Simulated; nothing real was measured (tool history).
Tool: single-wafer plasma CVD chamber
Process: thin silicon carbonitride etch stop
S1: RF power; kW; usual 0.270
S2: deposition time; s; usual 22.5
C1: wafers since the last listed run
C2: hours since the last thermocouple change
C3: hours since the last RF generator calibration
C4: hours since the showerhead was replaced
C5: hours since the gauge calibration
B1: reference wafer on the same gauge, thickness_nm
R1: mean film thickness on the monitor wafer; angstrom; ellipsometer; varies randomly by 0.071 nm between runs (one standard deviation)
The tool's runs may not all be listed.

run    hour     S1    S2    C1      C2      C3      C4     C5      B1      R1
  1     0.0  0.310  24.2     0  2352.1   660.3  4236.5   74.5  12.617  154.13
  2    18.6  0.310  24.2   338  2370.7   678.9  4255.1   93.1  12.601  153.84
  3    38.1  0.310  24.2   354  2390.2   698.4  4274.6  112.6  12.568  153.58
  4    71.3  0.270  22.5   603  2423.4   731.6  4307.8  145.8  12.601  132.90
  5   105.9  0.270  22.5   629  2458.0   766.2  4342.4  180.4  12.598  133.49
  6   128.5  0.305  21.6   411  2480.6   788.8  4365.0  203.0  12.630  136.49
  7   159.9  0.305  21.6   571  2512.0   820.2  4396.4  234.4  12.604  135.89
  8   193.1  0.270  22.5   603  2545.2   853.4  4429.6  267.6  12.610  132.69
  9   226.0  0.270  22.5   598  2578.1   886.3  4462.5  300.5  12.595  131.56
 10   255.5  0.270  19.7   536  2607.6   915.8  4492.0  330.0  12.583  115.82
 11   269.4  0.270  19.7   252  2621.5   929.7  4505.9  343.9  12.623  116.44
      363.1  -- thermocouple changed; heater temperature recalibrated
 12   374.8  0.310  19.3  1771    11.7  1035.1  4611.3  449.3  12.618  122.16
 13   389.5  0.310  19.3   267    26.4  1049.8  4626.0  464.0  12.604  122.67
 14   417.1  0.270  22.5   502    54.0  1077.4  4653.6  491.6  12.580  131.53
 15   451.2  0.270  22.5   620    88.1  1111.5  4687.7  525.7  12.599  133.69
 16   467.5  0.270  20.9   296   104.4  1127.8  4704.0  542.0  12.615  123.10
 17   498.8  0.270  22.5   569   135.7  1159.1  4735.3  573.3  12.557  132.53
 18   520.4  0.270  22.5   392   157.3  1180.7  4756.9  594.9  12.584  131.57
      563.2  -- RF generator calibrated
 19   563.7  0.270  19.6   642   200.6     0.5  4800.2  638.2  12.605  122.12
 20   571.0  0.315  26.6   132   207.9     7.8  4807.5  645.5  12.598  179.38
 21   591.2  0.270  20.1   367   228.1    28.0  4827.7  665.7  12.611  124.18
      592.3  -- gauge calibrated
 22   610.5  0.300  22.5   351   247.4    47.3  4847.0   18.2  12.595  146.65
 23   717.8  0.245  26.8  1951   354.7   154.6  4954.3  125.5  12.607  156.33
 24   738.2  0.270  22.5   371   375.1   175.0  4974.7  145.9  12.610  137.75
      753.6  -- showerhead replaced, of another model than before
 25   754.1  0.320  22.5   143   391.0   190.9     0.5  161.8  12.595  153.43
 26   764.1  0.270  22.5   181   401.0   200.9    10.5  171.8  12.585  135.22
 27   787.3  0.310  19.3   422   424.2   224.1    33.7  195.0  12.607  128.27
 28   802.4  0.305  21.6   274   439.3   239.2    48.8  210.1  12.611  142.27
 29   818.9  0.230  24.8   300   455.8   255.7    65.3  226.6  12.599  125.68
 30   850.0  0.245  24.5   565   486.9   286.8    96.4  257.7  12.585  132.73
 31   879.8  0.245  24.0   542   516.7   316.6   126.2  287.5  12.605  129.82
 32   958.5  0.270  22.5  1431   595.4   395.3   204.9  366.2  12.615  131.67
 33  1051.0  0.270  26.7  1682   687.9   487.8   297.4  458.7  12.611  155.96
 34  1066.6  0.310  22.5   283   703.5   503.4   313.0  474.3  12.600  146.91
 35  1087.8  0.250  22.5   385   724.7   524.6   334.2  495.5  12.588  122.16

List, for all runs, the conditions of the tool that the log does not record:
wafer temperature above the value expected at the setpoint (K): 0, the same for each run
gauge reads high (%): 0, the same for each run
H1: delivered RF power above the setpoint (%)
run      H1
  1   -9.09
  2   -9.16
  3   -9.23
  4   -9.34
  5   -9.45
  6   -9.51
  7    -9.6
  8   -9.68
  9   -9.75
 10   -9.81
 11   -9.84
 12     -10
 13     -10
 14   -10.1
 15   -10.1
 16   -10.1
 17   -10.2
 18   -10.2
 19  -0.674
 20  -0.835
 21   -1.26
 22   -1.65
 23   -3.49
 24   -3.79
 25      -4
 26   -4.14
 27   -4.43
 28   -4.61
 29    -4.8
 30   -5.14
 31   -5.44
 32   -6.13
 33   -6.77
 34   -6.86
 35   -6.98

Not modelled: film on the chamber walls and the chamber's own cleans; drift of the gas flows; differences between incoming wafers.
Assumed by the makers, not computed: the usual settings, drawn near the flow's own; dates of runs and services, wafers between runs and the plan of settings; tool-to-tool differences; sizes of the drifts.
